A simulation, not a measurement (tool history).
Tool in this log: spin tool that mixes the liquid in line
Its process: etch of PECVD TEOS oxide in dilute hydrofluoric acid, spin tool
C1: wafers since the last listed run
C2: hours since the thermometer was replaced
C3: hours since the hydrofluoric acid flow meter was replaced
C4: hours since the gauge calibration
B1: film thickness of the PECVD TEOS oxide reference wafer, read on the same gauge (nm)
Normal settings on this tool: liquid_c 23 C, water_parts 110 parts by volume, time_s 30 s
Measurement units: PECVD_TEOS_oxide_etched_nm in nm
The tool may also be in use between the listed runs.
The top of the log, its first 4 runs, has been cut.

run 5 hour=318.7 | liquid_c=23 water_parts=110 time_s=30 | C1=903 C2=1193.4 C3=976.2 C4=1956.3 | B1=130.006 | PECVD_TEOS_oxide_etched_nm=4.52
run 6 hour=361.5 | liquid_c=23 water_parts=110 time_s=30 | C1=513 C2=1236.2 C3=1019 C4=1999.1 | B1=130.01 | PECVD_TEOS_oxide_etched_nm=4.506
run 7 hour=438.3 | liquid_c=23 water_parts=110 time_s=30 | C1=920 C2=1313 C3=1095.8 C4=2075.9 | B1=129.997 | PECVD_TEOS_oxide_etched_nm=4.52
run 8 hour=540 | liquid_c=21.5 water_parts=140 time_s=30 | C1=1219 C2=1414.7 C3=1197.5 C4=2177.6 | B1=129.988 | PECVD_TEOS_oxide_etched_nm=3.2
run 9 hour=586.3 | liquid_c=26.5 water_parts=110 time_s=30 | C1=555 C2=1461 C3=1243.8 C4=2223.9 | B1=130.017 | PECVD_TEOS_oxide_etched_nm=5.185
run 10 hour=683.6 | liquid_c=26.5 water_parts=110 time_s=30 | C1=1166 C2=1558.3 C3=1341.1 C4=2321.2 | B1=129.977 | PECVD_TEOS_oxide_etched_nm=5.133
run 11 hour=763 | liquid_c=23 water_parts=110 time_s=30 | C1=951 C2=1637.7 C3=1420.5 C4=2400.6 | B1=129.999 | PECVD_TEOS_oxide_etched_nm=4.461
-- hour=775.1 thermometer replaced
-- hour=777.4 gauge calibrated
run 12 hour=866.1 | liquid_c=23 water_parts=110 time_s=30 | C1=1223 C2=91 C3=1523.6 C4=88.7 | B1=129.996 | PECVD_TEOS_oxide_etched_nm=4.805
run 13 hour=905.3 | liquid_c=23 water_parts=70 time_s=30 | C1=469 C2=130.2 C3=1562.8 C4=127.9 | B1=129.992 | PECVD_TEOS_oxide_etched_nm=8.023
run 14 hour=1002 | liquid_c=23 water_parts=70 time_s=30 | C1=1159 C2=226.9 C3=1659.5 C4=224.6 | B1=130.009 | PECVD_TEOS_oxide_etched_nm=7.753
run 15 hour=1060 | liquid_c=23 water_parts=110 time_s=20 | C1=695 C2=284.9 C3=1717.5 C4=282.6 | B1=129.98 | PECVD_TEOS_oxide_etched_nm=3.232
run 16 hour=1146.6 | liquid_c=23 water_parts=110 time_s=20 | C1=1038 C2=371.5 C3=1804.1 C4=369.2 | B1=130.033 | PECVD_TEOS_oxide_etched_nm=3.218
run 17 hour=1228.9 | liquid_c=23 water_parts=130 time_s=30 | C1=986 C2=453.8 C3=1886.4 C4=451.5 | B1=130.035 | PECVD_TEOS_oxide_etched_nm=3.888
run 18 hour=1317.2 | liquid_c=23 water_parts=110 time_s=20 | C1=1058 C2=542.1 C3=1974.7 C4=539.8 | B1=129.962 | PECVD_TEOS_oxide_etched_nm=3.158
run 19 hour=1396.9 | liquid_c=23 water_parts=110 time_s=30 | C1=955 C2=621.8 C3=2054.4 C4=619.5 | B1=130.001 | PECVD_TEOS_oxide_etched_nm=4.791
run 20 hour=1482.3 | liquid_c=23 water_parts=110 time_s=30 | C1=1023 C2=707.2 C3=2139.8 C4=704.9 | B1=129.995 | PECVD_TEOS_oxide_etched_nm=4.671
run 21 hour=1538.7 | liquid_c=23 water_parts=110 time_s=30 | C1=676 C2=763.6 C3=2196.2 C4=761.3 | B1=129.985 | PECVD_TEOS_oxide_etched_nm=4.622
run 22 hour=1625.6 | liquid_c=18 water_parts=145 time_s=30 | C1=1041 C2=850.5 C3=2283.1 C4=848.2 | B1=129.984 | PECVD_TEOS_oxide_etched_nm=2.756
-- hour=1645.2 hydrofluoric acid flow meter replaced
run 23 hour=1681.7 | liquid_c=23 water_parts=110 time_s=30 | C1=660 C2=906.6 C3=36.5 C4=904.3 | B1=129.971 | PECVD_TEOS_oxide_etched_nm=4.555
run 24 hour=1780 | liquid_c=18.5 water_parts=110 time_s=30 | C1=1178 C2=1004.9 C3=134.8 C4=1002.6 | B1=129.984 | PECVD_TEOS_oxide_etched_nm=3.825
run 25 hour=1865.4 | liquid_c=23 water_parts=110 time_s=45 | C1=1023 C2=1090.3 C3=220.2 C4=1088 | B1=130.036 | PECVD_TEOS_oxide_etched_nm=6.924
run 26 hour=1928.4 | liquid_c=23 water_parts=110 time_s=40 | C1=755 C2=1153.3 C3=283.2 C4=1151 | B1=130.006 | PECVD_TEOS_oxide_etched_nm=6.154
run 27 hour=2018 | liquid_c=23 water_parts=125 time_s=30 | C1=1074 C2=1242.9 C3=372.8 C4=1240.6 | B1=130.017 | PECVD_TEOS_oxide_etched_nm=3.896
run 28 hour=2199.6 | liquid_c=26 water_parts=75 time_s=15 | C1=2177 C2=1424.5 C3=554.4 C4=1422.2 | B1=130.009 | PECVD_TEOS_oxide_etched_nm=3.902

Run 29, settings as shown, results not yet in. Your forecast:
run 29 hour=2263.4 | liquid_c=23 water_parts=90 time_s=30 | C1=764 C2=1488.3 C3=618.2 C4=1486 | B1=? | PECVD_TEOS_oxide_etched_nm=?

B1: 130.009
PECVD_TEOS_oxide_etched_nm: 5.58 nm
Minus the tool's unlogged condition, the same run would have read PECVD_TEOS_oxide_etched_nm 5.996 nm.
